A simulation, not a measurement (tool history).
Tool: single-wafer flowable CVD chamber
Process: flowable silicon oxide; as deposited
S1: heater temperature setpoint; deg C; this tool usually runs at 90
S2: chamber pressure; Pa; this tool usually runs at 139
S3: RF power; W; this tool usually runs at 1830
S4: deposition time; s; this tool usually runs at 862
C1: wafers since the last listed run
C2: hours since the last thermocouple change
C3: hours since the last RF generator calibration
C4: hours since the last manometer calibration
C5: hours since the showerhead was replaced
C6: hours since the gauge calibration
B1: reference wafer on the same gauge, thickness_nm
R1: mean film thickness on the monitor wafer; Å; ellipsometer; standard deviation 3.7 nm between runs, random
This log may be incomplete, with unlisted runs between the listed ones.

run	day	S1	S2	S3	S4	C1	C2	C3	C4	C5	C6	B1	R1
1	0.000	94	139	1830	862	0	1381.4	651.9	2286.6	7430.3	34.7	815.352	8242.98
2	1.333	90	139	1830	862	54	1413.4	683.9	2318.6	7462.3	66.7	814.760	9509.42
3	2.633	90	147	1830	862	53	1444.6	715.1	2349.8	7493.5	97.9	815.648	9829.23
4	3.900	90	147	1830	862	51	1475.0	745.5	2380.2	7523.9	128.3	814.297	9809.90
5	5.338	95	139	1830	862	58	1509.5	780.0	2414.7	7558.4	162.8	814.588	7883.74
6	6.442	95	139	1830	862	45	1536.0	806.5	2441.2	7584.9	189.3	816.187	7931.81
7	7.708	95	139	1830	862	51	1566.4	836.9	2471.6	7615.3	219.7	814.460	7859.90
8	9.108	90	139	1830	862	57	1600.0	870.5	2505.2	7648.9	253.3	814.486	9455.80
9	10.946	90	139	1830	862	75	1644.1	914.6	2549.3	7693.0	297.4	814.684	9443.79
10	11.592	90	139	1830	862	26	1659.6	930.1	2564.8	7708.5	312.9	815.238	9402.51
11	12.908	79	139	1830	862	53	1691.2	961.7	2596.4	7740.1	344.5	814.086	13280.49
12	13.600	90	139	1830	862	28	1707.8	978.3	2613.0	7756.7	361.1	814.845	9429.89
13	14.483	90	139	1830	862	36	1729.0	999.5	2634.2	7777.9	382.3	814.681	9457.96
# day 14.900: showerhead replaced
14	15.029	90	139	1830	862	8	1742.1	1012.6	2647.3	3.1	395.4	814.946	9360.48
# day 15.892: capacitance manometer re-zeroed and calibrated
15	15.933	96	172	1585	700	23	1763.8	1034.3	1.0	24.8	417.1	815.582	6947.51
16	16.804	79	151	1830	1018	35	1784.7	1055.2	21.9	45.7	438.0	815.186	16481.24
17	17.625	90	139	1830	862	33	1804.4	1074.9	41.6	65.4	457.7	813.492	9464.94
18	18.267	90	151	1655	1029	26	1819.8	1090.3	57.0	80.8	473.1	815.142	11655.64
19	19.212	90	139	2070	862	38	1842.5	1113.0	79.7	103.5	495.8	814.625	9716.34
# day 19.579: gauge calibrated
# day 20.125: thermocouple changed; heater temperature recalibrated
20	20.346	90	139	1830	862	32	5.3	1140.2	106.9	130.7	18.4	814.747	9432.07
21	21.550	90	147	1830	862	49	34.2	1169.1	135.8	159.6	47.3	814.631	9778.54
# day 22.304: RF generator calibrated
22	22.325	90	139	1830	862	18	52.8	0.5	154.4	178.2	65.9	814.362	9427.54
23	23.096	77	109	1595	763	31	71.3	19.0	172.9	196.7	84.4	814.250	10011.68
24	24.179	97	109	1830	748	44	97.3	45.0	198.9	222.7	110.4	815.371	5390.94
25	25.367	90	139	1830	862	48	125.8	73.5	227.4	251.2	138.9	814.110	9376.03
26	26.704	90	139	1830	735	54	157.9	105.6	259.5	283.3	171.0	815.357	8032.52
27	27.638	100	111	1565	704	38	180.3	128.0	281.9	305.7	193.4	814.730	4440.19
28	28.229	75	159	1830	862	24	194.5	142.2	296.1	319.9	207.6	815.155	16364.82
29	29.212	90	139	1830	922	40	218.1	165.8	319.7	343.5	231.2	816.366	10079.02

Here are 4 independent what-if runs from the current tool condition. What would each one return?
A	29.238	90	139	1830	862	1	218.7	166.4	320.3	344.1	231.8	?	?
B	29.238	101	113	1830	711	1	218.7	166.4	320.3	344.1	231.8	?	?
C	29.238	97	159	1830	727	1	218.7	166.4	320.3	344.1	231.8	?	?
D	29.238	90	159	1830	862	1	218.7	166.4	320.3	344.1	231.8	?	?

run	B1	R1
A	816.010	9441.94
B	816.010	4573.09
C	816.010	6856.21
D	816.010	10393.81
Had the tool no hidden state, the same runs would have come out as:
run	R1
A	9441.94
B	4573.09
C	6856.21
D	10393.81
